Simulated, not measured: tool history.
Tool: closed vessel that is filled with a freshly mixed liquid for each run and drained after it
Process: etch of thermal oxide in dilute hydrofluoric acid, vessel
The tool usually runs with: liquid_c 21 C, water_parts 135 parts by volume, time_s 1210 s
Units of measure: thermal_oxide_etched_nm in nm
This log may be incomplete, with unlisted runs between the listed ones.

| run | hour | liquid_c | water_parts | time_s | wafers since the last listed run | hours since the thermometer was replaced | hours since the hydrofluoric acid flow meter was replaced | hours since the gauge calibration | read-back film thickness of the thermal oxide reference wafer, read on the same gauge (nm) | thermal_oxide_etched_nm |
|---|---|---|---|---|---|---|---|---|---|---|
| 1 | 0 | 21 | 135 | 1210 | 0 | 1818.9 | 990.8 | 385.2 | 150.04 | 37.59 |
| 2 | 75.5 | 21 | 135 | 1210 | 5245 | 1894.4 | 1066.3 | 460.7 | 150.01 | 37.46 |
| 3 | 103.4 | 21 | 135 | 1210 | 1938 | 1922.3 | 1094.2 | 488.6 | 149.99 | 37.9 |
| 4 | 137.4 | 23.5 | 135 | 1210 | 2362 | 1956.3 | 1128.2 | 522.6 | 150 | 41.53 |
| 5 | 160.4 | 23.5 | 135 | 1210 | 1597 | 1979.3 | 1151.2 | 545.6 | 150 | 41.66 |
| 6 | 174.4 | 23.5 | 135 | 1210 | 972 | 1993.3 | 1165.2 | 559.6 | 150.02 | 41.65 |
| 7 | 192.3 | 21 | 135 | 1210 | 1243 | 2011.2 | 1183.1 | 577.5 | 149.99 | 37.7 |
| 8 | 208.9 | 21 | 135 | 1210 | 1153 | 2027.8 | 1199.7 | 594.1 | 149.97 | 37.73 |
| 9 | 227.8 | 21 | 135 | 1210 | 1313 | 2046.7 | 1218.6 | 613 | 149.98 | 37.67 |
| 10 | 253.6 | 21 | 135 | 1210 | 1792 | 2072.5 | 1244.4 | 638.8 | 149.97 | 37.68 |
|  | 260 | gauge calibrated |
|  | 262.1 | thermometer replaced |
| 11 | 286.2 | 21 | 135 | 1210 | 2195 | 24.1 | 1277 | 26.2 | 150.01 | 37.74 |
| 12 | 301.4 | 23 | 135 | 1210 | 1055 | 39.3 | 1292.2 | 41.4 | 150 | 40.59 |
| 13 | 333.3 | 24.5 | 135 | 555 | 2216 | 71.2 | 1324.1 | 73.3 | 149.97 | 20.12 |
| 14 | 350.5 | 22.5 | 95 | 580 | 1194 | 88.4 | 1341.3 | 90.5 | 150.01 | 28.73 |

The next listed run, before its measurement:
| 15 | 386.1 | 24.5 | 135 | 1515 | 2473 | 124 | 1376.9 | 126.1 | ? | ? |

{"run 15": {"read-back film thickness of the thermal oxide reference wafer, read on the same gauge (nm)": 149.96, "thermal_oxide_etched_nm": 53.95}}
With the hidden condition absent and the run-to-run variation left alone, this run would have shown thermal_oxide_etched_nm 53.95 nm.
